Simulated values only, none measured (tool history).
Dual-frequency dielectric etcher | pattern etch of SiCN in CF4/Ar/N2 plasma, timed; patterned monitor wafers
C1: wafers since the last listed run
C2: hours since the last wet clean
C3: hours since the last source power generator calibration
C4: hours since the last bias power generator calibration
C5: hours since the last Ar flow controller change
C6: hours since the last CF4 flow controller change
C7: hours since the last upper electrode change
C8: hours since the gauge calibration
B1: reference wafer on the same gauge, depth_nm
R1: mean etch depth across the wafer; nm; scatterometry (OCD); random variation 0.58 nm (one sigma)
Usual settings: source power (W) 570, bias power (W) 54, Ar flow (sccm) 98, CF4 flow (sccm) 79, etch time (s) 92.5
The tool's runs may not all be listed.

{"run": 1, "hour": 0.0, "source power (W)": 570, "bias power (W)": 49, "Ar flow (sccm)": 88, "CF4 flow (sccm)": 85, "etch time (s)": 104.0, "C1": 0, "C2": 359.9, "C3": 379.0, "C4": 139.0, "C5": 353.0, "C6": 3975.6, "C7": 208.7, "C8": 30.3, "B1": 105.5, "R1": 106.7}
{"run": 2, "hour": 47.8, "source power (W)": 570, "bias power (W)": 54, "Ar flow (sccm)": 78, "CF4 flow (sccm)": 62, "etch time (s)": 85.0, "C1": 447, "C2": 407.7, "C3": 426.8, "C4": 186.8, "C5": 400.8, "C6": 4023.4, "C7": 256.5, "C8": 78.1, "B1": 105.5, "R1": 86.3}
{"run": 3, "hour": 84.3, "source power (W)": 700, "bias power (W)": 64, "Ar flow (sccm)": 98, "CF4 flow (sccm)": 69, "etch time (s)": 92.5, "C1": 341, "C2": 444.2, "C3": 463.3, "C4": 223.3, "C5": 437.3, "C6": 4059.9, "C7": 293.0, "C8": 114.6, "B1": 105.3, "R1": 100.7}
{"hour": 127.1, "done": "wet clean of the chamber"}
{"run": 4, "hour": 127.6, "source power (W)": 570, "bias power (W)": 44, "Ar flow (sccm)": 98, "CF4 flow (sccm)": 65, "etch time (s)": 92.5, "C1": 180, "C2": 0.5, "C3": 506.6, "C4": 266.6, "C5": 480.6, "C6": 4103.2, "C7": 336.3, "C8": 157.9, "B1": 105.3, "R1": 86.0}
{"run": 5, "hour": 157.9, "source power (W)": 640, "bias power (W)": 54, "Ar flow (sccm)": 98, "CF4 flow (sccm)": 79, "etch time (s)": 92.5, "C1": 283, "C2": 30.8, "C3": 536.9, "C4": 296.9, "C5": 510.9, "C6": 4133.5, "C7": 366.6, "C8": 188.2, "B1": 105.4, "R1": 91.7}
{"run": 6, "hour": 224.8, "source power (W)": 690, "bias power (W)": 54, "Ar flow (sccm)": 85, "CF4 flow (sccm)": 67, "etch time (s)": 69.5, "C1": 626, "C2": 97.7, "C3": 603.8, "C4": 363.8, "C5": 577.8, "C6": 4200.4, "C7": 433.5, "C8": 255.1, "B1": 105.3, "R1": 72.9}
{"run": 7, "hour": 293.4, "source power (W)": 570, "bias power (W)": 54, "Ar flow (sccm)": 98, "CF4 flow (sccm)": 79, "etch time (s)": 92.5, "C1": 642, "C2": 166.3, "C3": 672.4, "C4": 432.4, "C5": 646.4, "C6": 4269.0, "C7": 502.1, "C8": 323.7, "B1": 105.6, "R1": 89.7}
{"run": 8, "hour": 337.1, "source power (W)": 570, "bias power (W)": 54, "Ar flow (sccm)": 98, "CF4 flow (sccm)": 89, "etch time (s)": 92.5, "C1": 409, "C2": 210.0, "C3": 716.1, "C4": 476.1, "C5": 690.1, "C6": 4312.7, "C7": 545.8, "C8": 367.4, "B1": 105.4, "R1": 91.7}
{"run": 9, "hour": 408.7, "source power (W)": 620, "bias power (W)": 54, "Ar flow (sccm)": 98, "CF4 flow (sccm)": 66, "etch time (s)": 111.0, "C1": 670, "C2": 281.6, "C3": 787.7, "C4": 547.7, "C5": 761.7, "C6": 4384.3, "C7": 617.4, "C8": 439.0, "B1": 105.4, "R1": 110.8}
{"run": 10, "hour": 442.3, "source power (W)": 570, "bias power (W)": 64, "Ar flow (sccm)": 98, "CF4 flow (sccm)": 79, "etch time (s)": 92.5, "C1": 314, "C2": 315.2, "C3": 821.3, "C4": 581.3, "C5": 795.3, "C6": 4417.9, "C7": 651.0, "C8": 472.6, "B1": 105.1, "R1": 93.2}
{"hour": 521.7, "done": "wet clean of the chamber"}
{"run": 11, "hour": 522.2, "source power (W)": 570, "bias power (W)": 47, "Ar flow (sccm)": 78, "CF4 flow (sccm)": 79, "etch time (s)": 85.0, "C1": 523, "C2": 0.5, "C3": 901.2, "C4": 661.2, "C5": 875.2, "C6": 4497.8, "C7": 730.9, "C8": 552.5, "B1": 105.1, "R1": 84.1}
{"hour": 558.9, "done": "CF4 flow controller replaced"}
{"run": 12, "hour": 559.4, "source power (W)": 570, "bias power (W)": 54, "Ar flow (sccm)": 111, "CF4 flow (sccm)": 79, "etch time (s)": 92.5, "C1": 292, "C2": 37.7, "C3": 938.4, "C4": 698.4, "C5": 912.4, "C6": 0.5, "C7": 768.1, "C8": 589.7, "B1": 105.2, "R1": 87.0}
{"run": 13, "hour": 599.6, "source power (W)": 570, "bias power (W)": 49, "Ar flow (sccm)": 79, "CF4 flow (sccm)": 79, "etch time (s)": 92.5, "C1": 376, "C2": 77.9, "C3": 978.6, "C4": 738.6, "C5": 952.6, "C6": 40.7, "C7": 808.3, "C8": 629.9, "B1": 105.2, "R1": 91.0}
{"run": 14, "hour": 628.3, "source power (W)": 570, "bias power (W)": 54, "Ar flow (sccm)": 98, "CF4 flow (sccm)": 79, "etch time (s)": 92.5, "C1": 268, "C2": 106.6, "C3": 1007.3, "C4": 767.3, "C5": 981.3, "C6": 69.4, "C7": 837.0, "C8": 658.6, "B1": 105.5, "R1": 90.0}
{"run": 15, "hour": 666.6, "source power (W)": 570, "bias power (W)": 45, "Ar flow (sccm)": 98, "CF4 flow (sccm)": 94, "etch time (s)": 92.5, "C1": 358, "C2": 144.9, "C3": 1045.6, "C4": 805.6, "C5": 1019.6, "C6": 107.7, "C7": 875.3, "C8": 696.9, "B1": 105.3, "R1": 90.0}
{"run": 16, "hour": 841.7, "source power (W)": 510, "bias power (W)": 59, "Ar flow (sccm)": 98, "CF4 flow (sccm)": 84, "etch time (s)": 80.5, "C1": 1638, "C2": 320.0, "C3": 1220.7, "C4": 980.7, "C5": 1194.7, "C6": 282.8, "C7": 1050.4, "C8": 872.0, "B1": 105.2, "R1": 78.9}
{"run": 17, "hour": 890.3, "source power (W)": 570, "bias power (W)": 54, "Ar flow (sccm)": 98, "CF4 flow (sccm)": 79, "etch time (s)": 92.5, "C1": 454, "C2": 368.6, "C3": 1269.3, "C4": 1029.3, "C5": 1243.3, "C6": 331.4, "C7": 1099.0, "C8": 920.6, "B1": 105.2, "R1": 91.8}
{"run": 18, "hour": 928.4, "source power (W)": 660, "bias power (W)": 54, "Ar flow (sccm)": 98, "CF4 flow (sccm)": 79, "etch time (s)": 92.5, "C1": 356, "C2": 406.7, "C3": 1307.4, "C4": 1067.4, "C5": 1281.4, "C6": 369.5, "C7": 1137.1, "C8": 958.7, "B1": 105.2, "R1": 98.5}
{"run": 19, "hour": 972.4, "source power (W)": 570, "bias power (W)": 54, "Ar flow (sccm)": 98, "CF4 flow (sccm)": 79, "etch time (s)": 92.5, "C1": 411, "C2": 450.7, "C3": 1351.4, "C4": 1111.4, "C5": 1325.4, "C6": 413.5, "C7": 1181.1, "C8": 1002.7, "B1": 105.5, "R1": 93.8}
{"hour": 1020.0, "done": "wet clean of the chamber"}
{"run": 20, "hour": 1020.5, "source power (W)": 570, "bias power (W)": 54, "Ar flow (sccm)": 98, "CF4 flow (sccm)": 93, "etch time (s)": 92.5, "C1": 225, "C2": 0.5, "C3": 1399.5, "C4": 1159.5, "C5": 1373.5, "C6": 461.6, "C7": 1229.2, "C8": 1050.8, "B1": 105.0, "R1": 91.7}
{"run": 21, "hour": 1054.9, "source power (W)": 570, "bias power (W)": 54, "Ar flow (sccm)": 98, "CF4 flow (sccm)": 79, "etch time (s)": 92.5, "C1": 321, "C2": 34.9, "C3": 1433.9, "C4": 1193.9, "C5": 1407.9, "C6": 496.0, "C7": 1263.6, "C8": 1085.2, "B1": 105.4, "R1": 89.3}
{"run": 22, "hour": 1115.6, "source power (W)": 570, "bias power (W)": 54, "Ar flow (sccm)": 98, "CF4 flow (sccm)": 79, "etch time (s)": 92.5, "C1": 568, "C2": 95.6, "C3": 1494.6, "C4": 1254.6, "C5": 1468.6, "C6": 556.7, "C7": 1324.3, "C8": 1145.9, "B1": 105.2, "R1": 90.2}

Measured less the same run without the tool's hidden state. The same run-to-run variation is in both; the gauge's scatter may not be:
The hidden state here: etch rate over this chamber's usual, %; source power that arrives over what is set, %; bias power that arrives over what is set, %; Ar flow that arrives over what is set, %; CF4 flow that arrives over what is set, %; gauge reads high (%).
run=1 R1=+4.8
run=2 R1=+4.4
run=3 R1=+5.5
run=4 R1=+0.4
run=5 R1=+0.7
run=6 R1=+1.1
run=7 R1=+2.1
run=8 R1=+2.6
run=9 R1=+4.1
run=10 R1=+3.8
run=11 R1=+0.3
run=12 R1=+0.8
run=13 R1=+1.3
run=14 R1=+1.5
run=15 R1=+2.0
run=16 R1=+3.3
run=17 R1=+4.3
run=18 R1=+5.1
run=19 R1=+5.2
run=20 R1=+0.3
run=21 R1=+0.7
run=22 R1=+1.3
